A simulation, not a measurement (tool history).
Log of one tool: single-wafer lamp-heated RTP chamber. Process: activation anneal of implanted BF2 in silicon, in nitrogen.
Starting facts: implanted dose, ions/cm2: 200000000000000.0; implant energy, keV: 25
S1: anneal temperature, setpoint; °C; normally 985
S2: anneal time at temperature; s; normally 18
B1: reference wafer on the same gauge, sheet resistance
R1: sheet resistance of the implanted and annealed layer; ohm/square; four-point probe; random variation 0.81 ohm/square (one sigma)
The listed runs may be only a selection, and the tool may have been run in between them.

run 1 hour=0 | S1=985 S2=18 | B1=608.9 | R1=534.04
-- hour=29.8 pyrometer window cleaned and pyrometer calibrated
-- hour=49.7 reflector plate cleaned
run 2 hour=71 | S1=985 S2=18 | B1=608.88 | R1=536.48
-- hour=170.3 gauge calibrated
run 3 hour=232.3 | S1=985 S2=18 | B1=608.91 | R1=535.9
run 4 hour=284.3 | S1=985 S2=18 | B1=608.93 | R1=538.01
run 5 hour=335 | S1=985 S2=18 | B1=609.01 | R1=536.38
run 6 hour=398.5 | S1=985 S2=18 | B1=608.92 | R1=535.37
run 7 hour=437.9 | S1=985 S2=18 | B1=608.84 | R1=534.24
-- hour=480.5 reflector plate cleaned
-- hour=486.9 pyrometer window cleaned and pyrometer calibrated
run 8 hour=501.9 | S1=985 S2=18 | B1=609.13 | R1=538.57
run 9 hour=581.7 | S1=985 S2=18 | B1=609.06 | R1=537.77
run 10 hour=629 | S1=985 S2=18 | B1=609 | R1=536.87
run 11 hour=690 | S1=985 S2=18 | B1=609.11 | R1=535.67
run 12 hour=769.5 | S1=985 S2=18 | B1=608.9 | R1=536.5
run 13 hour=813.5 | S1=985 S2=18 | B1=609.12 | R1=536.57
run 14 hour=872.6 | S1=985 S2=18 | B1=608.96 | R1=536.45
-- hour=890.2 pyrometer window cleaned and pyrometer calibrated
run 15 hour=928.5 | S1=985 S2=11 | B1=609.08 | R1=539.77
-- hour=938.5 reflector plate cleaned
run 16 hour=1020.1 | S1=1008 S2=18 | B1=608.87 | R1=534.28
run 17 hour=1074.9 | S1=964 S2=15 | B1=608.84 | R1=547.15
run 18 hour=1128 | S1=995 S2=27 | B1=609.15 | R1=531.22
run 19 hour=1194.7 | S1=985 S2=18 | B1=609.06 | R1=535.88
run 20 hour=1300.4 | S1=1008 S2=12 | B1=608.77 | R1=535.21
-- hour=1316.5 pyrometer window cleaned and pyrometer calibrated
run 21 hour=1344.2 | S1=956 S2=11 | B1=608.94 | R1=571.61
-- hour=1380.8 reflector plate cleaned
run 22 hour=1444.8 | S1=985 S2=18 | B1=608.95 | R1=536.8
-- hour=1511.8 gauge calibrated
run 23 hour=1527.5 | S1=961 S2=23 | B1=608.96 | R1=548.56
run 24 hour=1601.8 | S1=1009 S2=27 | B1=608.95 | R1=530.86
run 25 hour=1684.6 | S1=985 S2=18 | B1=608.9 | R1=536.08
run 26 hour=1769.7 | S1=972 S2=25 | B1=608.7 | R1=536.52
run 27 hour=1835.5 | S1=996 S2=11 | B1=608.96 | R1=534.68
-- hour=1849.8 pyrometer window cleaned and pyrometer calibrated
-- hour=1896.3 reflector plate cleaned
run 28 hour=1911.6 | S1=985 S2=18 | B1=609.03 | R1=536.49
run 29 hour=1981.3 | S1=997 S2=28 | B1=608.9 | R1=531.55
run 30 hour=2194.9 | S1=1000 S2=10 | B1=609.04 | R1=534.02
run 31 hour=2262.7 | S1=956 S2=11 | B1=608.88 | R1=553.25
-- hour=2289.8 pyrometer window cleaned and pyrometer calibrated
run 32 hour=2367.8 | S1=968 S2=10 | B1=609.01 | R1=550.56

Hidden state, per run?
wafer temperature error from the tarnished reflector plate, K: 0 at every run
gauge reads high (%): 0 at every run
H1: true wafer temperature minus pyrometer reading, K
run=1 H1=12.4
run=2 H1=1.26
run=3 H1=5.35
run=4 H1=6.67
run=5 H1=7.95
run=6 H1=9.56
run=7 H1=10.6
run=8 H1=0.776
run=9 H1=2.8
run=10 H1=4
run=11 H1=5.54
run=12 H1=7.56
run=13 H1=8.67
run=14 H1=10.2
run=15 H1=2.31
run=16 H1=4.63
run=17 H1=6.02
run=18 H1=7.36
run=19 H1=9.05
run=20 H1=11.7
run=21 H1=0.838
run=22 H1=3.39
run=23 H1=5.48
run=24 H1=7.37
run=25 H1=9.46
run=26 H1=11.6
run=27 H1=13.3
run=28 H1=2.9
run=29 H1=4.67
run=30 H1=10.1
run=31 H1=11.8
run=32 H1=2.19
